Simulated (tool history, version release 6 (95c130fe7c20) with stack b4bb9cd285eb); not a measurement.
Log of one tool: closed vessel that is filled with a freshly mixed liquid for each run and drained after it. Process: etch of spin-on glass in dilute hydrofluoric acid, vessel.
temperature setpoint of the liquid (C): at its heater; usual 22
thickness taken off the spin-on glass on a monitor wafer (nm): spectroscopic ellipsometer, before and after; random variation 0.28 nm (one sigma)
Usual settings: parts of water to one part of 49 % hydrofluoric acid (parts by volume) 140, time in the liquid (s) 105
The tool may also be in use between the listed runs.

| run | hour | temperature setpoint of the liquid (C) | parts of water to one part of 49 % hydrofluoric acid (parts by volume) | time in the liquid (s) | wafers since the last listed run | hours since the thermometer was replaced | hours since the hydrofluoric acid flow meter was replaced | hours since the gauge calibration | read-back film thickness of the spin-on glass reference wafer, read on the same gauge (nm) | thickness taken off the spin-on glass on a monitor wafer (nm) |
|---|---|---|---|---|---|---|---|---|---|---|
| 1 | 0 | 22 | 140 | 105 | 0 | 2205.9 | 889.4 | 243.3 | 69.99 | 30.9 |
| 2 | 22.2 | 22 | 140 | 105 | 2821 | 2228.1 | 911.6 | 265.5 | 69.95 | 30.86 |
| 3 | 52.4 | 22 | 110 | 80 | 3838 | 2258.3 | 941.8 | 295.7 | 70.02 | 30.67 |
| 4 | 67.9 | 22 | 110 | 80 | 1970 | 2273.8 | 957.3 | 311.2 | 69.98 | 30.61 |
| 5 | 96.5 | 22 | 140 | 105 | 3635 | 2302.4 | 985.9 | 339.8 | 70 | 30.37 |
| 6 | 128.1 | 22 | 90 | 105 | 4016 | 2334 | 1017.5 | 371.4 | 70.01 | 50.45 |
| 7 | 140.5 | 22 | 120 | 105 | 1576 | 2346.4 | 1029.9 | 383.8 | 69.96 | 36.55 |
| 8 | 152.8 | 22 | 120 | 105 | 1563 | 2358.7 | 1042.2 | 396.1 | 70 | 36.37 |
| 9 | 184.1 | 22 | 175 | 105 | 3978 | 2390 | 1073.5 | 427.4 | 70.02 | 23.09 |
| 10 | 203 | 22 | 140 | 105 | 2402 | 2408.9 | 1092.4 | 446.3 | 70.01 | 30.25 |
| 11 | 225.8 | 22 | 140 | 140 | 2898 | 2431.7 | 1115.2 | 469.1 | 70.01 | 39.83 |
| 12 | 247 | 22 | 140 | 105 | 2694 | 2452.9 | 1136.4 | 490.3 | 70 | 30.31 |
| 13 | 277.8 | 25 | 100 | 150 | 3915 | 2483.7 | 1167.2 | 521.1 | 69.98 | 70.87 |
|  | 321.3 | gauge calibrated |
| 14 | 332 | 19.5 | 140 | 105 | 6889 | 2537.9 | 1221.4 | 10.7 | 69.97 | 27.08 |
| 15 | 365.4 | 23.5 | 140 | 105 | 4245 | 2571.3 | 1254.8 | 44.1 | 70.02 | 32.12 |
| 16 | 391.9 | 20 | 210 | 105 | 3368 | 2597.8 | 1281.3 | 70.6 | 70.04 | 16.65 |
| 17 | 423.8 | 22 | 140 | 105 | 4054 | 2629.7 | 1313.2 | 102.5 | 70.02 | 29.69 |
| 18 | 449.9 | 23.5 | 140 | 160 | 3317 | 2655.8 | 1339.3 | 128.6 | 69.99 | 47.51 |
|  | 451.5 | thermometer replaced |
| 19 | 466.2 | 24.5 | 140 | 75 | 1944 | 14.7 | 1355.6 | 144.9 | 70.04 | 23.09 |
| 20 | 481.1 | 24.5 | 140 | 75 | 1893 | 29.6 | 1370.5 | 159.8 | 70 | 23.48 |
|  | 507.9 | hydrofluoric acid flow meter replaced |
| 21 | 516 | 22 | 140 | 105 | 4309 | 64.5 | 8.1 | 194.7 | 69.99 | 33.19 |
| 22 | 586 | 22 | 140 | 105 | 8897 | 134.5 | 78.1 | 264.7 | 69.97 | 33.59 |
| 23 | 604.8 | 25.5 | 190 | 65 | 2389 | 153.3 | 96.9 | 283.5 | 70.04 | 16.32 |
| 24 | 618.4 | 22 | 140 | 105 | 1728 | 166.9 | 110.5 | 297.1 | 70.04 | 33.25 |
| 25 | 644.1 | 23.5 | 200 | 105 | 3266 | 192.6 | 136.2 | 322.8 | 69.99 | 22.76 |

Forecast each of these 4 alternatives for the next run:
| A | 644.8 | 22 | 140 | 105 | 88 | 193.3 | 136.9 | 323.5 | ? | ? |
| B | 644.8 | 26.5 | 140 | 55 | 88 | 193.3 | 136.9 | 323.5 | ? | ? |
| C | 644.8 | 24 | 90 | 145 | 88 | 193.3 | 136.9 | 323.5 | ? | ? |
| D | 644.8 | 22 | 140 | 45 | 88 | 193.3 | 136.9 | 323.5 | ? | ? |

| run | read-back film thickness of the spin-on glass reference wafer, read on the same gauge (nm) | thickness taken off the spin-on glass on a monitor wafer (nm) |
|---|---|---|
| A | 69.95 | 33.39 |
| B | 69.95 | 20.78 |
| C | 69.95 | 82.38 |
| D | 69.95 | 14.31 |
Without the tool's hidden state the same runs would have given:
| run | thickness taken off the spin-on glass on a monitor wafer (nm) |
|---|---|
| A | 33.98 |
| B | 21.16 |
| C | 83.78 |
| D | 14.56 |

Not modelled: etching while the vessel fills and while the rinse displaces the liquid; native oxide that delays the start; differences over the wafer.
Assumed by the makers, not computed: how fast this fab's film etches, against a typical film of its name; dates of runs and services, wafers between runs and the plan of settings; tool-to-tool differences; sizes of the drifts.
